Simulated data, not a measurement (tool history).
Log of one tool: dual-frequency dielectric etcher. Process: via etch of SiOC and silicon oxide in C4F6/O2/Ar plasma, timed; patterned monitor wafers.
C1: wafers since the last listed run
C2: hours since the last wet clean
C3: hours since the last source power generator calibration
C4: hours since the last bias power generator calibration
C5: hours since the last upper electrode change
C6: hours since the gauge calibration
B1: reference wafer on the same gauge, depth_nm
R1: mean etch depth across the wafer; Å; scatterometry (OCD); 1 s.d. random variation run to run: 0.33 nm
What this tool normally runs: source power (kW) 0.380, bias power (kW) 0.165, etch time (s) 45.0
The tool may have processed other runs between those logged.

{"run": 1, "hour": 0.0, "source power (kW)": 0.38, "bias power (kW)": 0.165, "etch time (s)": 45.0, "C1": 0, "C2": 33.7, "C3": 1431.5, "C4": 1515.1, "C5": 3431.1, "C6": 1362.4, "B1": 40.54, "R1": 490.8}
{"hour": 25.7, "done": "source power generator calibrated"}
{"run": 2, "hour": 61.8, "source power (kW)": 0.38, "bias power (kW)": 0.165, "etch time (s)": 45.0, "C1": 670, "C2": 95.5, "C3": 36.1, "C4": 1576.9, "C5": 3492.9, "C6": 1424.2, "B1": 40.54, "R1": 485.7}
{"run": 3, "hour": 133.2, "source power (kW)": 0.38, "bias power (kW)": 0.139, "etch time (s)": 45.0, "C1": 827, "C2": 166.9, "C3": 107.5, "C4": 1648.3, "C5": 3564.3, "C6": 1495.6, "B1": 40.51, "R1": 473.3}
{"run": 4, "hour": 174.0, "source power (kW)": 0.38, "bias power (kW)": 0.165, "etch time (s)": 45.0, "C1": 473, "C2": 207.7, "C3": 148.3, "C4": 1689.1, "C5": 3605.1, "C6": 1536.4, "B1": 40.6, "R1": 490.6}
{"run": 5, "hour": 263.0, "source power (kW)": 0.38, "bias power (kW)": 0.165, "etch time (s)": 45.0, "C1": 1032, "C2": 296.7, "C3": 237.3, "C4": 1778.1, "C5": 3694.1, "C6": 1625.4, "B1": 40.54, "R1": 498.0}
{"hour": 312.8, "done": "bias power generator calibrated"}
{"run": 6, "hour": 370.0, "source power (kW)": 0.34, "bias power (kW)": 0.142, "etch time (s)": 45.0, "C1": 1194, "C2": 403.7, "C3": 344.3, "C4": 57.2, "C5": 3801.1, "C6": 1732.4, "B1": 40.48, "R1": 462.3}
{"run": 7, "hour": 463.3, "source power (kW)": 0.38, "bias power (kW)": 0.165, "etch time (s)": 53.5, "C1": 1081, "C2": 497.0, "C3": 437.6, "C4": 150.5, "C5": 3894.4, "C6": 1825.7, "B1": 40.47, "R1": 599.9}
{"run": 8, "hour": 536.7, "source power (kW)": 0.44, "bias power (kW)": 0.165, "etch time (s)": 45.0, "C1": 851, "C2": 570.4, "C3": 511.0, "C4": 223.9, "C5": 3967.8, "C6": 1899.1, "B1": 40.56, "R1": 541.4}
{"run": 9, "hour": 594.4, "source power (kW)": 0.38, "bias power (kW)": 0.165, "etch time (s)": 49.0, "C1": 669, "C2": 628.1, "C3": 568.7, "C4": 281.6, "C5": 4025.5, "C6": 1956.8, "B1": 40.55, "R1": 555.0}
{"hour": 623.2, "done": "upper electrode replaced, of another model than before"}
{"run": 10, "hour": 662.6, "source power (kW)": 0.46, "bias power (kW)": 0.178, "etch time (s)": 40.0, "C1": 512, "C2": 696.3, "C3": 636.9, "C4": 349.8, "C5": 39.4, "C6": 2025.0, "B1": 40.61, "R1": 517.9}
{"hour": 688.8, "done": "wet clean of the chamber"}
{"run": 11, "hour": 767.5, "source power (kW)": 0.3, "bias power (kW)": 0.202, "etch time (s)": 45.0, "C1": 938, "C2": 78.7, "C3": 741.8, "C4": 454.7, "C5": 144.3, "C6": 2129.9, "B1": 40.55, "R1": 453.1}
{"run": 12, "hour": 839.5, "source power (kW)": 0.46, "bias power (kW)": 0.179, "etch time (s)": 56.5, "C1": 834, "C2": 150.7, "C3": 813.8, "C4": 526.7, "C5": 216.3, "C6": 2201.9, "B1": 40.52, "R1": 701.5}
{"run": 13, "hour": 901.9, "source power (kW)": 0.38, "bias power (kW)": 0.165, "etch time (s)": 39.0, "C1": 723, "C2": 213.1, "C3": 876.2, "C4": 589.1, "C5": 278.7, "C6": 2264.3, "B1": 40.45, "R1": 431.7}
{"run": 14, "hour": 950.3, "source power (kW)": 0.38, "bias power (kW)": 0.165, "etch time (s)": 45.0, "C1": 561, "C2": 261.5, "C3": 924.6, "C4": 637.5, "C5": 327.1, "C6": 2312.7, "B1": 40.48, "R1": 496.9}
{"run": 15, "hour": 996.9, "source power (kW)": 0.38, "bias power (kW)": 0.165, "etch time (s)": 45.0, "C1": 540, "C2": 308.1, "C3": 971.2, "C4": 684.1, "C5": 373.7, "C6": 2359.3, "B1": 40.48, "R1": 498.6}
{"hour": 1054.3, "done": "gauge calibrated"}
{"run": 16, "hour": 1076.3, "source power (kW)": 0.38, "bias power (kW)": 0.165, "etch time (s)": 45.0, "C1": 920, "C2": 387.5, "C3": 1050.6, "C4": 763.5, "C5": 453.1, "C6": 22.0, "B1": 40.5, "R1": 500.6}
{"run": 17, "hour": 1170.0, "source power (kW)": 0.42, "bias power (kW)": 0.143, "etch time (s)": 41.5, "C1": 1086, "C2": 481.2, "C3": 1144.3, "C4": 857.2, "C5": 546.8, "C6": 115.7, "B1": 40.64, "R1": 476.2}
{"run": 18, "hour": 1215.1, "source power (kW)": 0.38, "bias power (kW)": 0.165, "etch time (s)": 45.0, "C1": 522, "C2": 526.3, "C3": 1189.4, "C4": 902.3, "C5": 591.9, "C6": 160.8, "B1": 40.5, "R1": 507.4}
{"run": 19, "hour": 1300.4, "source power (kW)": 0.38, "bias power (kW)": 0.165, "etch time (s)": 33.5, "C1": 989, "C2": 611.6, "C3": 1274.7, "C4": 987.6, "C5": 677.2, "C6": 246.1, "B1": 40.53, "R1": 381.6}
{"run": 20, "hour": 1382.9, "source power (kW)": 0.32, "bias power (kW)": 0.165, "etch time (s)": 45.0, "C1": 956, "C2": 694.1, "C3": 1357.2, "C4": 1070.1, "C5": 759.7, "C6": 328.6, "B1": 40.41, "R1": 467.5}
{"hour": 1442.7, "done": "wet clean of the chamber"}
{"run": 21, "hour": 1495.9, "source power (kW)": 0.38, "bias power (kW)": 0.191, "etch time (s)": 53.5, "C1": 1032, "C2": 53.2, "C3": 1470.2, "C4": 1183.1, "C5": 872.7, "C6": 441.6, "B1": 40.46, "R1": 596.0}
{"run": 22, "hour": 1545.9, "source power (kW)": 0.46, "bias power (kW)": 0.179, "etch time (s)": 56.5, "C1": 579, "C2": 103.2, "C3": 1520.2, "C4": 1233.1, "C5": 922.7, "C6": 491.6, "B1": 40.56, "R1": 689.4}
{"hour": 1578.5, "done": "source power generator calibrated"}
{"run": 23, "hour": 1589.9, "source power (kW)": 0.38, "bias power (kW)": 0.15, "etch time (s)": 55.0, "C1": 463, "C2": 147.2, "C3": 11.4, "C4": 1277.1, "C5": 966.7, "C6": 535.6, "B1": 40.57, "R1": 577.0}
{"run": 24, "hour": 1639.1, "source power (kW)": 0.38, "bias power (kW)": 0.165, "etch time (s)": 45.0, "C1": 570, "C2": 196.4, "C3": 60.6, "C4": 1326.3, "C5": 1015.9, "C6": 584.8, "B1": 40.55, "R1": 490.2}
{"run": 25, "hour": 1691.5, "source power (kW)": 0.44, "bias power (kW)": 0.165, "etch time (s)": 45.0, "C1": 607, "C2": 248.8, "C3": 113.0, "C4": 1378.7, "C5": 1068.3, "C6": 637.2, "B1": 40.54, "R1": 527.6}
{"run": 26, "hour": 1785.2, "source power (kW)": 0.34, "bias power (kW)": 0.165, "etch time (s)": 50.0, "C1": 1086, "C2": 342.5, "C3": 206.7, "C4": 1472.4, "C5": 1162.0, "C6": 730.9, "B1": 40.37, "R1": 520.4}
{"run": 27, "hour": 1826.0, "source power (kW)": 0.38, "bias power (kW)": 0.165, "etch time (s)": 45.0, "C1": 473, "C2": 383.3, "C3": 247.5, "C4": 1513.2, "C5": 1202.8, "C6": 771.7, "B1": 40.49, "R1": 502.8}
{"run": 28, "hour": 1931.6, "source power (kW)": 0.33, "bias power (kW)": 0.139, "etch time (s)": 39.5, "C1": 1224, "C2": 488.9, "C3": 353.1, "C4": 1618.8, "C5": 1308.4, "C6": 877.3, "B1": 40.62, "R1": 390.7}

Give the tool's hidden conditions for every run:
source power that arrives over what is set, %: 0 across all the runs
bias power that arrives over what is set, %: 0 across all the runs
gauge reads high (%): 0 across all the runs
H1: etch rate over this chamber's usual, %
run=1 H1=0.226
run=2 H1=0.725
run=3 H1=1.3
run=4 H1=1.63
run=5 H1=2.35
run=6 H1=3.21
run=7 H1=3.97
run=8 H1=4.56
run=9 H1=5.03
run=10 H1=5.58
run=11 H1=1.1
run=12 H1=1.68
run=13 H1=2.18
run=14 H1=2.57
run=15 H1=2.95
run=16 H1=3.59
run=17 H1=4.35
run=18 H1=4.71
run=19 H1=5.4
run=20 H1=6.07
run=21 H1=-0.0205
run=22 H1=0.383
run=23 H1=0.739
run=24 H1=1.14
run=25 H1=1.56
run=26 H1=2.32
run=27 H1=2.65
run=28 H1=3.5
